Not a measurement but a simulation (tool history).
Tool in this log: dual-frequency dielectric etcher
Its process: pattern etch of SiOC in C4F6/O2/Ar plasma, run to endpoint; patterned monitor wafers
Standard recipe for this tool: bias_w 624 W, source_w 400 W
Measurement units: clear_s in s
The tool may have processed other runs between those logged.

run    hour  bias_w  source_w  incoming incoming film thickness, nm  clear_s
  1       0     624       400                                 41.13     11.8
  2    51.9     624       400                                 41.05     11.6
  3   121.5     624       400                                 41.18     11.7
      165.2  -- wet clean of the chamber
  4     172     624       400                                 40.73     11.5
  5   201.5     624       400                                 40.83     11.5
  6   238.6     624       400                                 40.54     11.4
  7   282.3     624       400                                 41.06     11.6
  8     336     624       400                                 40.93     11.7
  9   362.9     624       400                                 40.94     11.7
 10   424.5     624       400                                 41.42     11.9
 11   465.6     624       400                                 41.17     11.7
      482.6  -- source power generator calibrated
        549  -- upper electrode replaced
 12   549.5     745       400                                 40.71     10.9
 13   572.8     517       340                                  41.1     13.1
        636  -- wet clean of the chamber
 14   643.2     489       400                                 41.04     12.4
      707.5  -- bias power generator calibrated
 15     708     624       400                                 40.91     11.6
 16   769.4     742       320                                 41.16     11.6
 17   824.8     624       400                                 41.16     11.6
 18   885.3     729       330                                  40.9     11.8
 19   954.8     624       320                                 40.88     12.4
 20  1021.2     779       480                                 40.64     10.2
     1080.8  -- wet clean of the chamber
 21  1081.3     624       400                                 40.73     11.5
 22    1085     535       370                                 41.13     12.5
 23  1150.5     624       400                                 40.99     11.7
 24  1178.8     512       400                                 41.09     12.3
 25  1226.7     742       330                                 41.06     11.8
 26  1257.9     548       470                                 41.33     11.7
 27  1320.8     755       400                                 41.06       11
 28  1346.9     470       400                                 40.75     12.6
 29  1390.1     502       330                                 40.94       13
 30  1429.5     774       500                                 41.05     10.3
 31  1463.6     533       310                                 40.93     12.9
 32  1524.5     624       400                                 41.12     11.4
 33    1550     709       400                                 40.96     11.1
     1604.1  -- wet clean of the chamber
 34  1604.6     577       340                                 41.28     12.4

For each run, what was the tool's unlogged condition?
etch rate over this chamber's usual, %: 0 at every run
bias power that arrives over what is set, %: 0 at every run
source power that arrives over what is set, %: 0 at every run

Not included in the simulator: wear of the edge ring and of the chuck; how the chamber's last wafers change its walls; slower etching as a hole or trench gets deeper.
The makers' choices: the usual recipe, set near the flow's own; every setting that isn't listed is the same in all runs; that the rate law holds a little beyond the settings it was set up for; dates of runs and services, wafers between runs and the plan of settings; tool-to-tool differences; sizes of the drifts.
